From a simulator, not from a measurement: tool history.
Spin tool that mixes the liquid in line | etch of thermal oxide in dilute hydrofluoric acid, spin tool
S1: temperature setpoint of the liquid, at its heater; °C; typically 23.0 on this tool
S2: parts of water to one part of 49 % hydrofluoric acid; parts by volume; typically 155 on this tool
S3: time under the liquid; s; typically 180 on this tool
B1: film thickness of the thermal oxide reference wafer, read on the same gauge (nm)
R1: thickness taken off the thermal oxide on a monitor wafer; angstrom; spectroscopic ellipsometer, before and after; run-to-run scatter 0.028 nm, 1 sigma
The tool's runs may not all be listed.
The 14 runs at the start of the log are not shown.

run    hour    S1   S2   S3       B1      R1
 15   685.8  26.0  155  250   99.988   71.80
 16   746.3  23.0  155  180   99.996   45.74
 17   788.6  19.5  100  275  100.006  101.72
      953.9  -- thermometer replaced
 18   958.4  25.5  220  105  100.016   20.05
 19   985.9  24.5  215  215   99.961   40.54
 20  1056.8  27.0  130  180  100.015   67.25
 21  1109.0  27.5   85   75  100.015   47.11
 22  1136.4  27.5  190  120  100.007   29.26
 23  1197.9  19.0   85  210   99.978   91.84
 24  1244.7  25.5  235  180  100.010   31.17
 25  1283.4  27.5   95  180  100.005   98.52
     1303.5  -- hydrofluoric acid flow meter replaced
 26  1317.6  21.5  155  180  100.012   44.61
 27  1371.9  19.0  220   85   99.973   12.59
 28  1414.7  23.0  155  280   99.998   72.62
 29  1478.2  23.0  190  230   99.987   46.86
 30  1523.3  20.0  155  180  100.034   41.30
 31  1574.2  23.0  155  180   99.961   46.30
 32  1619.4  23.0   80   90  100.001   49.60
 33  1656.4  27.5  100  150  100.026   75.91
 34  1697.0  23.0  155  280   99.978   72.04

Alternative continuations, all from the tool just after run 34; predict every row:
  A  1697.5  23.0  155  180   ?   ?
  B  1697.5  23.0  190  180   ?   ?
  C  1697.5  23.0  155  230   ?   ?
  D  1697.5  20.5  200  225   ?   ?

run       B1     R1
  A  100.015  46.15
  B  100.015  36.27
  C  100.015  58.96
  D  100.015  38.74
The same runs, with their run-to-run variation unchanged, on a tool lacking any hidden condition would have given:
run     R1
  A  47.72
  B  37.48
  C  60.98
  D  40.06
